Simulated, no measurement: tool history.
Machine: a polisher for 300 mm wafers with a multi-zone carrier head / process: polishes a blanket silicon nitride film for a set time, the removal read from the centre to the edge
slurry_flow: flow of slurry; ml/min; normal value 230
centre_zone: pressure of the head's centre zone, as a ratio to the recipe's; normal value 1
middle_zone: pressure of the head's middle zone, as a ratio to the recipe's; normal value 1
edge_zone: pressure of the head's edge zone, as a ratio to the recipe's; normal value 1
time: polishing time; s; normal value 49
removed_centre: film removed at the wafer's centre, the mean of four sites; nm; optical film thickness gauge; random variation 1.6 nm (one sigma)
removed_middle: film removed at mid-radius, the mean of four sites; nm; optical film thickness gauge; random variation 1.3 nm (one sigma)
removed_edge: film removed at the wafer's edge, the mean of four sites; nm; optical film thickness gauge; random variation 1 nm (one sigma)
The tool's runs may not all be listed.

run   hour  slurry_flow  centre_zone  middle_zone  edge_zone  time  incoming thickness of the incoming film, nm  removed_centre  removed_middle  removed_edge
  1      0          230            1            1        1.1    49                                        683.9           103.6           106.8         108.2
  2   68.6          230            1            1        1.1    49                                        682.1           103.5           107.1         106.8
  3   99.8          230            1            1          1    49                                        684.2           104.6             103         102.2
     112.7  -- worn pad replaced by a new one
  4  150.3          230            1            1          1    49                                        679.6           103.4           103.1         101.1
  5  176.6          230            1            1          1    49                                        679.3           101.3           101.4         100.7
     203.6  -- centre zone pressure recalibrated
  6  209.2          275            1            1          1    49                                        680.6           104.9           103.4         103.3
     216.4  -- worn pad replaced by a new one
  7  252.9          275            1            1          1    49                                        673.5           101.1           103.5           102
     270.5  -- carrier head's membrane replaced by a new one
     282.2  -- slurry nozzle cleaned
  8  311.5          230            1         1.11       0.95    65                                        689.4           141.4           154.8         139.7
     348.1  -- edge zone pressure recalibrated
     349.3  -- worn pad replaced by a new one
  9  349.8          230         0.94         0.92          1    56                                        690.1           116.3           115.7         121.9
 10  399.3          230            1            1       1.12    49                                        683.7           109.4           109.2         109.8
 11  450.2          230            1            1        1.1    49                                        671.4           110.6           108.7         109.5
     460.9  -- worn pad replaced by a new one
 12  479.1          230            1         0.93          1    58                                          687           128.1           121.9         125.3
 13  550.1          230         0.95            1       0.97    62                                        682.6           131.1           135.2         129.9
     585.5  -- worn pad replaced by a new one
 14  594.9          290            1            1          1    49                                        678.5           110.4           112.2         106.9

Some steps in removed_centre, run to run, broken into two amounts with sign: the step expected even without the hidden condition (settings, incoming material, random variation), and the rest, left for the hidden condition together with whatever gauge scatter is not in both the measured and the hidden-condition-free result:
Hidden state at play: removal rate lost through wear of the pad, %; slurry flow missing at the pad, %; deviation of the centre zone's pressure from its setpoint, %; deviation of the edge zone's pressure from its setpoint, %.
Run 7 -> 8: slurry_flow 275 -> 230, middle_zone 1 -> 1.11, edge_zone 1 -> 0.95, time 49 -> 65, carrier head's membrane replaced by a new one, slurry nozzle cleaned. removed_centre +40.3 nm: hidden state +10.2, all else +30.1.
